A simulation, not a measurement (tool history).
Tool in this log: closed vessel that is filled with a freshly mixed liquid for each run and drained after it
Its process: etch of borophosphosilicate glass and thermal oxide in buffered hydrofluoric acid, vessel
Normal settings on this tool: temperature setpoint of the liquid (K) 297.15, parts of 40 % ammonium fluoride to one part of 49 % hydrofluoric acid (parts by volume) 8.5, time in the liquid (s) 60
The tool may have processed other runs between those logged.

run	hour	temperature setpoint of the liquid (K)	parts of 40 % ammonium fluoride to one part of 49 % hydrofluoric acid (parts by volume)	time in the liquid (s)	read-back film thickness of the borophosphosilicate glass reference wafer, read on the same gauge (nm)	read-back film thickness of the thermal oxide reference wafer, read on the same gauge (nm)	thickness taken off the borophosphosilicate glass on a monitor wafer (angstrom)	thickness taken off the thermal oxide on a monitor wafer (angstrom)
1	0.0	297.15	8.5	60	29.96	110.00	1127.4	700.1
2	55.0	297.15	8.5	60	29.99	109.99	1120.1	704.6
3	101.0	297.15	8.5	60	30.00	110.00	1114.6	695.4
4	131.8	297.15	8.5	60	30.03	109.99	1116.5	703.3
5	162.9	297.15	8.5	60	30.06	109.99	1116.4	705.9
6	222.0	297.15	8.5	60	29.99	110.01	1112.1	708.0
7	267.9	297.15	8.5	60	29.98	110.02	1111.9	694.8
8	313.7	297.15	8.5	60	29.99	110.02	1125.0	701.8
9	354.1	297.15	8.5	60	29.96	109.99	1111.4	701.5
# hour 362.4: gauge calibrated
10	409.4	297.15	8.5	60	29.97	110.01	1121.0	701.7
11	480.6	297.15	8.5	60	30.02	110.01	1118.5	700.7
# hour 501.8: hydrofluoric acid flow meter replaced
12	539.3	297.15	8.5	60	29.96	110.00	1128.7	698.6
13	588.0	300.15	5.5	30	30.00	109.99	989.2	628.6
14	626.4	302.15	8.5	30	30.03	110.02	728.9	458.7
15	660.9	297.15	8.5	60	30.02	109.97	1110.2	698.6
16	714.3	297.15	8.5	60	29.98	109.99	1120.3	704.0
17	746.8	297.15	8.5	60	29.98	109.99	1104.1	699.6
18	787.4	299.65	6.0	80	29.99	109.99	2399.2	1511.2
# hour 861.1: thermometer replaced
19	868.6	293.65	6.0	60	29.95	110.00	1311.5	826.7
20	934.6	297.15	10.0	85	29.93	109.98	1392.6	875.7
21	991.9	297.15	11.5	80	30.02	110.00	1144.5	718.8
22	1025.2	295.65	8.5	30	30.04	110.00	516.6	322.5
23	1062.4	297.15	8.5	60	29.97	110.01	1132.4	704.5
24	1120.7	297.15	10.5	35	29.99	110.02	547.0	345.3

Give the tool's hidden conditions for every run:
liquid hotter than its thermometer reads (K): 0 at every run
hydrofluoric acid flow below the setpoint (%): 0 at every run
gauge reads high (%): 0 at every run
